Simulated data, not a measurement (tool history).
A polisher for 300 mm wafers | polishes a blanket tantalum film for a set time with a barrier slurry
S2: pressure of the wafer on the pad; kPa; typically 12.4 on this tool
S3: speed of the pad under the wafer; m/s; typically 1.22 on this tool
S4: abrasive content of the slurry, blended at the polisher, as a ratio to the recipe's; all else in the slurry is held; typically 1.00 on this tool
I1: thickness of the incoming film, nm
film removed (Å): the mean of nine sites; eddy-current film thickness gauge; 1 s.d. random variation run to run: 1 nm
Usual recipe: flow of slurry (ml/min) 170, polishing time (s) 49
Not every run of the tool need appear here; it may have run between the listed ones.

Run 1, hour 0.0: usual settings; I1 466.2. Result: film removed (Å) 689.
At hour 4.4: slurry blender recalibrated.
Run 2, hour 27.9: usual settings; I1 475.0. Result: film removed (Å) 679.
At hour 35.8: worn pad replaced by a new one.
At hour 63.1: slurry nozzle cleaned.
Run 3, hour 77.1: usual settings but polishing time (s) 57; I1 472.2. Result: film removed (Å) 878.
At hour 143.1: slurry blender recalibrated.
Run 4, hour 146.0: usual settings but polishing time (s) 57; I1 468.0. Result: film removed (Å) 840.
At hour 164.2: worn pad replaced by a new one.
Run 5, hour 176.7: usual settings but polishing time (s) 57; I1 466.7. Result: film removed (Å) 857.
Run 6, hour 248.4: usual settings but S4 0.90; I1 467.0. Result: film removed (Å) 720.
At hour 289.3: worn pad replaced by a new one.
Run 7, hour 291.8: usual settings but S4 0.90; I1 460.2. Result: film removed (Å) 716.
At hour 303.0: slurry blender recalibrated.
Run 8, hour 325.8: usual settings; I1 468.8. Result: film removed (Å) 735.
Run 9, hour 387.5: usual settings but flow of slurry (ml/min) 125, S2 15.2 kPa, S4 1.15; I1 471.5. Result: film removed (Å) 841.
At hour 435.7: worn pad replaced by a new one.
At hour 448.7: slurry blender recalibrated.
Run 10, hour 449.2: usual settings but flow of slurry (ml/min) 230, S3 1.54 m/s, S4 0.85, polishing time (s) 44; I1 478.7. Result: film removed (Å) 796.
At hour 485.7: head pressure recalibrated.
Run 11, hour 502.6: usual settings but polishing time (s) 57; I1 470.3. Result: film removed (Å) 809.
At hour 521.7: slurry nozzle cleaned.
Run 12, hour 530.6: usual settings but flow of slurry (ml/min) 110, S3 1.36 m/s; I1 478.3. Result: film removed (Å) 752.
At hour 577.4: slurry blender recalibrated.
At hour 579.0: worn pad replaced by a new one.
Run 13, hour 592.5: usual settings but flow of slurry (ml/min) 150, S2 13.8 kPa, polishing time (s) 37; I1 478.3. Result: film removed (Å) 606.
Run 14, hour 618.4: usual settings but flow of slurry (ml/min) 125, S2 10.3 kPa, S3 1.60 m/s, S4 1.20; I1 480.8. Result: film removed (Å) 780.
Run 15, hour 688.7: usual settings but flow of slurry (ml/min) 115, S2 14.5 kPa, S3 1.50 m/s, S4 0.85; I1 477.8. Result: film removed (Å) 918.
At hour 706.1: slurry blender recalibrated.
At hour 730.0: worn pad replaced by a new one.
Run 16, hour 730.5: usual settings but S4 1.15, polishing time (s) 43; I1 475.7. Result: film removed (Å) 661.

Some steps in film removed (Å) between neighbouring runs. How much of each would the tool show without its hidden state too (settings, what came in, random variation), and how much is left for the hidden state, with any gauge scatter that isn't in both results?
Hidden state present: removal rate lost through wear of the pad, %; slurry flow missing at the pad, %; deviation of the head's pressure from its setpoint, %; abrasive missing from the slurry, %.
Run 2 -> 3: polishing time (s) 49 -> 57, worn pad replaced by a new one, slurry nozzle cleaned. film removed (Å) +199: hidden state +76, all else +123.
Run 15 -> 16: flow of slurry (ml/min) 115 -> 170, S2 14.5 -> 12.4, S3 1.50 -> 1.22, S4 0.85 -> 1.15, polishing time (s) 49 -> 43, slurry blender recalibrated, worn pad replaced by a new one. film removed (Å) -257: hidden state +9, all else -266.
